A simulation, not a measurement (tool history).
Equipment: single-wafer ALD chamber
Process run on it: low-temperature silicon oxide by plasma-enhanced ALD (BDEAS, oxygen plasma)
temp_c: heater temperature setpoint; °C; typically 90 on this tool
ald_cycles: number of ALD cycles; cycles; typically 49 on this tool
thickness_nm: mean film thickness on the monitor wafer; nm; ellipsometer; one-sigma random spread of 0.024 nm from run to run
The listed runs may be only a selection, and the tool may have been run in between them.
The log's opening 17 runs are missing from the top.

| run | hour | temp_c | ald_cycles | wafers since the last listed run | hours since the last thermocouple change | hours since the gauge calibration | read-back reference wafer on the same gauge, thickness_nm | thickness_nm |
|---|---|---|---|---|---|---|---|---|
| 18 | 1002 | 90 | 49 | 277 | 1875.1 | 309.2 | 7.675 | 6.482 |
| 19 | 1067.4 | 90 | 49 | 269 | 1940.5 | 374.6 | 7.677 | 6.515 |
| 20 | 1130.4 | 101 | 56 | 259 | 2003.5 | 437.6 | 7.677 | 7.219 |
| 21 | 1160.4 | 90 | 43 | 123 | 2033.5 | 467.6 | 7.671 | 5.697 |
| 22 | 1305.3 | 90 | 49 | 596 | 2178.4 | 612.5 | 7.672 | 6.412 |
| 23 | 1365.6 | 77 | 49 | 248 | 2238.7 | 672.8 | 7.679 | 6.773 |
| 24 | 1425.2 | 77 | 43 | 245 | 2298.3 | 732.4 | 7.687 | 5.86 |
|  | 1470.8 | thermocouple changed; heater temperature recalibrated |
| 25 | 1487.1 | 98 | 54 | 221 | 16.3 | 794.3 | 7.691 | 7.129 |
| 26 | 1547 | 105 | 44 | 246 | 76.2 | 854.2 | 7.683 | 5.653 |
| 27 | 1595.7 | 76 | 44 | 200 | 124.9 | 902.9 | 7.679 | 6.212 |
| 28 | 1650.3 | 84 | 55 | 224 | 179.5 | 957.5 | 7.679 | 7.525 |
| 29 | 1694 | 90 | 49 | 179 | 223.2 | 1001.2 | 7.686 | 6.612 |
| 30 | 1737.8 | 98 | 59 | 180 | 267 | 1045 | 7.68 | 7.764 |
| 31 | 1770.2 | 90 | 49 | 133 | 299.4 | 1077.4 | 7.685 | 6.562 |
| 32 | 1810 | 95 | 58 | 163 | 339.2 | 1117.2 | 7.685 | 7.673 |
| 33 | 1845 | 86 | 45 | 144 | 374.2 | 1152.2 | 7.687 | 6.144 |
| 34 | 1928.5 | 90 | 49 | 343 | 457.7 | 1235.7 | 7.691 | 6.635 |
| 35 | 1989.4 | 90 | 46 | 250 | 518.6 | 1296.6 | 7.684 | 6.206 |
| 36 | 2030.4 | 86 | 54 | 168 | 559.6 | 1337.6 | 7.679 | 7.37 |
| 37 | 2071.6 | 90 | 49 | 169 | 600.8 | 1378.8 | 7.677 | 6.601 |
| 38 | 2121.3 | 94 | 45 | 204 | 650.5 | 1428.5 | 7.684 | 5.919 |
| 39 | 2150.5 | 90 | 49 | 120 | 679.7 | 1457.7 | 7.669 | 6.642 |

Each row is a separate what-if for the run after 39, all from the same tool condition, not one after another. Results?
| A | 2151 | 97 | 49 | 2 | 680.2 | 1458.2 | ? | ? |
| B | 2151 | 90 | 55 | 2 | 680.2 | 1458.2 | ? | ? |
| C | 2151 | 75 | 49 | 2 | 680.2 | 1458.2 | ? | ? |

| run | read-back reference wafer on the same gauge, thickness_nm | thickness_nm |
|---|---|---|
| A | 7.675 | 6.42 |
| B | 7.675 | 7.377 |
| C | 7.675 | 6.899 |
What these runs would have given with no unlogged condition in the tool:
| run | thickness_nm |
|---|---|
| A | 6.405 |
| B | 7.361 |
| C | 6.884 |
